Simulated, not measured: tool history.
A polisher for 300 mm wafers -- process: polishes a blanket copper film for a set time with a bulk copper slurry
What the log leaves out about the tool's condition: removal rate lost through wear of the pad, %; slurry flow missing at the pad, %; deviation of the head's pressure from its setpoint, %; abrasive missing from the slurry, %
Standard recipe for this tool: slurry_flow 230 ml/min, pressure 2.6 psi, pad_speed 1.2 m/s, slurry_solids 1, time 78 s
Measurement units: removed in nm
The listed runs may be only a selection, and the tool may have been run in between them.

run     day  slurry_flow  pressure  pad_speed  slurry_solids  time  wafers since the last listed run  wafers polished on this pad  hours since the slurry nozzle was cleaned  hours since the head pressure was calibrated  hours since the slurry blender was calibrated  incoming thickness of the incoming film, nm  removed
  1       0          230       2.6        1.2            0.9    78                                 0                         1742                                       64.3                                         381.4                                          325.3                                       4390.7    715.9
  2     0.7          230       2.6        1.2            0.9    78                               195                         1938                                       81.1                                         398.2                                          342.1                                       4342.2      718
  3   1.612          230       2.6        1.2              1    78                               254                         2192                                        103                                         420.1                                            364                                       4292.2    747.4
      1.838  -- worn pad replaced by a new one
  4   3.004          230       2.6        1.2              1    78                               341                          325                                      136.4                                         453.5                                          397.4                                       4284.1    733.9
      3.488  -- slurry blender recalibrated
  5   4.021          230       2.6        1.2              1    78                               260                          586                                      160.8                                         477.9                                           12.8                                       4390.7    749.1
  6   4.762          230       2.1        1.2              1    78                               207                          793                                      178.6                                         495.7                                           30.6                                       4315.1    595.2
  7   5.442          230       2.6       1.38              1    78                               189                          983                                      194.9                                           512                                           46.9                                       4315.2    851.8
  8   6.058          230       2.6       1.38              1    78                               172                         1155                                      209.7                                         526.8                                           61.7                                       4377.1    860.5
  9   6.579          230       2.6        1.2              1    78                               145                         1300                                      222.2                                         539.3                                           74.2                                         4316      745
 10   7.738          230       2.6        1.2              1    78                               323                         1624                                        250                                         567.1                                            102                                       4340.6    746.1
 11   9.142          230       2.6        1.2              1    78                               391                         2016                                      283.7                                         600.8                                          135.7                                       4348.8    746.5
      9.879  -- worn pad replaced by a new one
 12  10.079          230       2.6        1.2            1.1    78                               215                           55                                      306.2                                         623.3                                          158.2                                       4357.5    766.5
 13  10.958          230       2.6        1.2              1    78                               245                          300                                      327.3                                         644.4                                          179.3                                       4404.7    750.8
     11.758  -- head pressure recalibrated
 14  14.658          230       2.6        1.2            1.1    78                              1009                         1310                                      416.1                                          69.6                                          268.1                                       4361.8    726.9
 15  15.267          230       2.6        1.2              1   101                               169                         1480                                      430.7                                          84.2                                          282.7                                       4287.7    917.5
 16  16.033          230       2.6        1.2           1.15    61                               214                         1694                                      449.1                                         102.6                                          301.1                                       4366.6    578.9
     17.271  -- worn pad replaced by a new one
 17  17.371          230       3.3        1.2              1    62                               326                           27                                      481.2                                         134.7                                          333.2                                       4299.4    731.4
 18  18.188          230       2.6        1.2           1.15    94                               227                          255                                      500.8                                         154.3                                          352.8                                       4305.8    910.7
 19  19.558          230       2.6        1.2              1    78                               382                          638                                      533.7                                         187.2                                          385.7                                       4286.2    714.9
     20.008  -- slurry blender recalibrated
     23.446  -- slurry nozzle cleaned
     23.817  -- worn pad replaced by a new one
 20  23.883          150       2.1       1.56              1    68                              1125                           19                                       10.5                                           291                                             93                                         4335    641.2
 21  24.562          230       3.3        1.1              1    78                               189                          208                                       26.8                                         307.3                                          109.3                                         4375    854.2
 22  25.988          230       2.6        1.2              1    78                               397                          606                                         61                                         341.5                                          143.5                                       4278.9    738.3
 23  27.433          230       2.6       1.06            1.2    78                               403                         1010                                       95.7                                         376.2                                          178.2                                       4287.6    690.7
 24  28.871          230       2.6        1.5            1.3    60                               401                         1411                                      130.2                                         410.7                                          212.7                                         4387    774.8
 25  29.521          230       2.6        1.2              1    78                               181                         1592                                      145.8                                         426.3                                          228.3                                       4365.7    736.3
     30.162  -- worn pad replaced by a new one
 26  30.192          230       2.6       1.52           1.15    93                               140                            8                                      161.9                                         442.4                                          244.4                                       4343.2   1156.9
 27  30.971          230       3.1        1.2              1    88                               217                          225                                      180.6                                         461.1                                          263.1                                       4287.6   1001.7
 28  32.262          210       2.6        1.2            0.7    78                               360                          586                                      211.6                                         492.1                                          294.1                                       4434.9    644.8
 29    33.7          230       2.6        1.2              1    78                               401                          987                                      246.1                                         526.6                                          328.6                                       4427.8      745

5 options for the next run, each taken on its own from the tool as it stands now. Forecast them:
  A  33.717          230       2.6        1.2            0.8    78                                 4                          992                                      246.5                                           527                                            329                                       4391.8        ?
  B  33.717          230       2.1       1.52           0.85    69                                 4                          992                                      246.5                                           527                                            329                                       4391.8        ?
  C  33.717          230       2.2        1.2              1    78                                 4                          992                                      246.5                                           527                                            329                                       4391.8        ?
  D  33.717          180       2.6        1.2              1    61                                 4                          992                                      246.5                                           527                                            329                                       4391.8        ?
  E  33.717          230       2.6        1.2              1    66                                 4                          992                                      246.5                                           527                                            329                                       4391.8        ?

run  removed
  A    680.5
  B    629.4
  C      622
  D    561.1
  E      622
With no hidden state in the tool, these same runs would have given:
run  removed
  A    638.8
  B    590.8
  C    583.8
  D    526.6
  E    583.8

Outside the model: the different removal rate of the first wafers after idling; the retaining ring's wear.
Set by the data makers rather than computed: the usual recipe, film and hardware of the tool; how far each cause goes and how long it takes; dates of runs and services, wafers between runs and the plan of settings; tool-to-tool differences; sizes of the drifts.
